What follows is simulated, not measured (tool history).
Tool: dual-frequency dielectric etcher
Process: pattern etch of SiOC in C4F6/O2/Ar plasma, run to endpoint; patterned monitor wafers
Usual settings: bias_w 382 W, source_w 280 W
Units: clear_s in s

run	hour	bias_w	source_w	wafers since the last listed run	hours since the last wet clean	hours since the last bias power generator calibration	hours since the last source power generator calibration	hours since the last upper electrode change	incoming incoming film thickness, nm	clear_s
1	0	382	250	0	521.3	2248.6	1868.3	835.7	50.9	19.3
2	45	382	250	750	566.3	2293.6	1913.3	880.7	51.1	19.3
# hour 123: wet clean of the chamber
3	123.5	382	250	908	0.5	2372.1	1991.8	959.2	51.1	18.9
4	174.8	382	280	855	51.8	2423.4	2043.1	1010.5	50.4	17.6
5	342.9	382	280	2802	219.9	2591.5	2211.2	1178.6	50.5	17.7
6	385	382	280	701	262	2633.6	2253.3	1220.7	50.6	17.9
7	462.9	382	280	1298	339.9	2711.5	2331.2	1298.6	50	17.7
8	562.7	382	280	1664	439.7	2811.3	2431	1398.4	51.1	18.1
# hour 669.6: source power generator calibrated
9	670.1	382	280	1724	547.1	2918.7	0.5	1505.8	50.9	18.6
# hour 742.7: wet clean of the chamber
10	743.2	382	280	818	0.5	2991.8	73.6	1578.9	51.3	18.4
11	817.3	382	280	1235	74.6	3065.9	147.7	1653	51.6	18.5
12	922.7	382	280	1757	180	3171.3	253.1	1758.4	51.3	18.3
13	1020.4	417	310	1629	277.7	3269	350.8	1856.1	50.8	17.1
14	1110.7	417	310	1505	368	3359.3	441.1	1946.4	51	17.1
15	1214.9	417	310	1737	472.2	3463.5	545.3	2050.6	50.8	17.1
16	1280.5	441	340	1093	537.8	3529.1	610.9	2116.2	51	16.3
# hour 1327.3: wet clean of the chamber
17	1371	354	330	1108	43.7	3619.6	701.4	2206.7	51.3	17.2
18	1450.7	382	300	1328	123.4	3699.3	781.1	2286.4	50.8	17.7
19	1547.8	447	260	1618	220.5	3796.4	878.2	2383.5	51.1	18.4
20	1632.9	299	340	1418	305.6	3881.5	963.3	2468.6	50.4	17.7
21	1677.5	323	220	743	350.2	3926.1	1007.9	2513.2	50.7	21.6
22	1763.9	382	210	1440	436.6	4012.5	1094.3	2599.6	51.1	21.5
23	1851.3	382	280	1457	524	4099.9	1181.7	2687	51.1	18.5
24	1925.9	315	310	1243	598.6	4174.5	1256.3	2761.6	50.7	18.5
# hour 1961.1: wet clean of the chamber
25	1988.2	382	250	638	27.1	4236.8	1318.6	2823.9	51.1	19.1
# hour 2174.4: upper electrode replaced
# hour 2241.9: bias power generator calibrated
26	2294.5	382	280	4640	333.4	52.6	1624.9	120.1	51.1	18.3
27	2378.6	304	310	1402	417.5	136.7	1709	204.2	50.9	18.3
28	2453.6	436	280	1250	492.5	211.7	1784	279.2	51.3	17.7
29	2533.8	436	220	1337	572.7	291.9	1864.2	359.4	50.9	19.9
30	2606	310	330	1203	644.9	364.1	1936.4	431.6	50.8	17.7
31	2643.2	346	310	620	682.1	401.3	1973.6	468.8	50.7	17.8
# hour 2672.2: wet clean of the chamber
32	2680.1	351	320	215	7.9	438.2	2010.5	505.7	50.5	17.1
33	2779.8	412	260	1662	107.6	537.9	2110.2	605.4	51	18.5
34	2879	382	280	1654	206.8	637.1	2209.4	704.6	51.5	18.1

What the log doesn't show, run by run:
bias power that arrives over what is set, %: 0 in every run
H1: etch rate over this chamber's usual, %
H2: source power that arrives over what is set, %
run	H1	H2
1	-2	5
2	-2.17	5.1
3	0.0283	5.27
4	-0.169	5.38
5	-0.815	5.75
6	-0.977	5.84
7	-1.28	6.02
8	-1.66	6.23
9	-2.07	-0.259
10	0.209	-0.0988
11	-0.0759	0.0633
12	-0.481	0.294
13	-0.856	0.508
14	-1.2	0.705
15	-1.6	0.933
16	-1.86	1.08
17	-0.575	1.28
18	-0.881	1.45
19	-1.25	1.66
20	-1.58	1.85
21	-1.75	1.95
22	-2.08	2.13
23	-2.42	2.33
24	-2.71	2.49
25	0.108	2.63
26	-1.07	3.3
27	-1.39	3.48
28	-1.68	3.64
29	-1.99	3.82
30	-2.27	3.98
31	-2.41	4.06
32	-0.285	4.14
33	-0.668	4.36
34	-1.05	4.58

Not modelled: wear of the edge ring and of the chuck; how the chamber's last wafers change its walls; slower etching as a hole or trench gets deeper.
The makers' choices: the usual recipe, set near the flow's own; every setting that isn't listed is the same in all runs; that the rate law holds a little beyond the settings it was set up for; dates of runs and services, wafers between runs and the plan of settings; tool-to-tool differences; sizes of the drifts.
